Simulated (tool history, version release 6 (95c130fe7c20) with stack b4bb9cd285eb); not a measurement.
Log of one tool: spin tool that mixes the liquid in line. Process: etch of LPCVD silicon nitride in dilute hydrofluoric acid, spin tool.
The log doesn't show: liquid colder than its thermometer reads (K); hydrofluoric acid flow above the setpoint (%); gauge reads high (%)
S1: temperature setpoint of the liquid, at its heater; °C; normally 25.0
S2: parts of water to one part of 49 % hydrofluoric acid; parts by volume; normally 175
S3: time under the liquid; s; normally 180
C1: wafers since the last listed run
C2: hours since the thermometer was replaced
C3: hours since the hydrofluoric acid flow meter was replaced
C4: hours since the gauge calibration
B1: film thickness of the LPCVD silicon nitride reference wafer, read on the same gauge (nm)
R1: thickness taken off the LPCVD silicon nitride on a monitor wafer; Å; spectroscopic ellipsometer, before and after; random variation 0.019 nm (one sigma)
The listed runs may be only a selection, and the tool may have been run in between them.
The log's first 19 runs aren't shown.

At hour 893.4: hydrofluoric acid flow meter replaced.
Run 20, hour 914.1: usual settings but S2 260 parts by volume; C1 214; C2 946.2; C3 20.7; C4 549.7; B1 60.001. Result: R1 3.20 Å.
Run 21, hour 957.4: usual settings but S1 23.5 °C; C1 394; C2 989.5; C3 64.0; C4 593.0; B1 60.002. Result: R1 3.94 Å.
Run 22, hour 1029.1: usual settings but S1 20.0 °C, S2 145 parts by volume, S3 225 s; C1 653; C2 1061.2; C3 135.7; C4 664.7; B1 60.003. Result: R1 4.89 Å.
Run 23, hour 1065.2: usual settings but S2 135 parts by volume, S3 85 s; C1 328; C2 1097.3; C3 171.8; C4 700.8; B1 59.987. Result: R1 2.69 Å.
At hour 1073.8: thermometer replaced.
Run 24, hour 1118.0: usual settings; C1 471; C2 44.2; C3 224.6; C4 753.6; B1 59.995. Result: R1 5.30 Å.
Run 25, hour 1168.5: usual settings; C1 459; C2 94.7; C3 275.1; C4 804.1; B1 60.001. Result: R1 5.10 Å.
Run 26, hour 1199.4: usual settings but S1 27.5 °C, S3 150 s; C1 281; C2 125.6; C3 306.0; C4 835.0; B1 59.999. Result: R1 5.03 Å.
Run 27, hour 1280.4: usual settings; C1 737; C2 206.6; C3 387.0; C4 916.0; B1 60.000. Result: R1 5.41 Å.
Run 28, hour 1307.5: usual settings but S1 28.0 °C, S3 235 s; C1 246; C2 233.7; C3 414.1; C4 943.1; B1 60.015. Result: R1 7.94 Å.
Run 29, hour 1351.8: usual settings but S2 220 parts by volume, S3 265 s; C1 403; C2 278.0; C3 458.4; C4 987.4; B1 59.996. Result: R1 6.13 Å.
At hour 1364.5: hydrofluoric acid flow meter replaced.
Run 30, hour 1421.7: usual settings but S1 29.0 °C, S2 120 parts by volume, S3 125 s; C1 627; C2 347.9; C3 57.2; C4 1057.3; B1 59.998. Result: R1 6.38 Å.
Run 31, hour 1452.7: usual settings but S1 28.5 °C, S2 250 parts by volume, S3 220 s; C1 282; C2 378.9; C3 88.2; C4 1088.3; B1 59.997. Result: R1 5.28 Å.
Run 32, hour 1510.8: usual settings but S1 27.5 °C; C1 529; C2 437.0; C3 146.3; C4 1146.4; B1 60.033. Result: R1 5.93 Å.

What if the next run were any one of these 4? Each begins from the tool's condition after run 32:
Run A, hour 1511.3: usual settings; C1 4; C2 437.5; C3 146.8; C4 1146.9; B1 ?. Result: R1 ?.
Run B, hour 1511.3: usual settings but S1 27.0 °C, S2 265 parts by volume, S3 110 s; C1 4; C2 437.5; C3 146.8; C4 1146.9; B1 ?. Result: R1 ?.
Run C, hour 1511.3: usual settings but S1 23.5 °C, S2 205 parts by volume, S3 120 s; C1 4; C2 437.5; C3 146.8; C4 1146.9; B1 ?. Result: R1 ?.
Run D, hour 1511.3: usual settings but S1 27.0 °C, S2 125 parts by volume, S3 105 s; C1 4; C2 437.5; C3 146.8; C4 1146.9; B1 ?. Result: R1 ?.

run      B1    R1
  A  59.991  5.06
  B  59.991  2.32
  C  59.991  2.62
  D  59.991  4.68
What these runs would have given with no unlogged condition in the tool:
run    R1
  A  5.50
  B  2.51
  C  2.85
  D  5.09
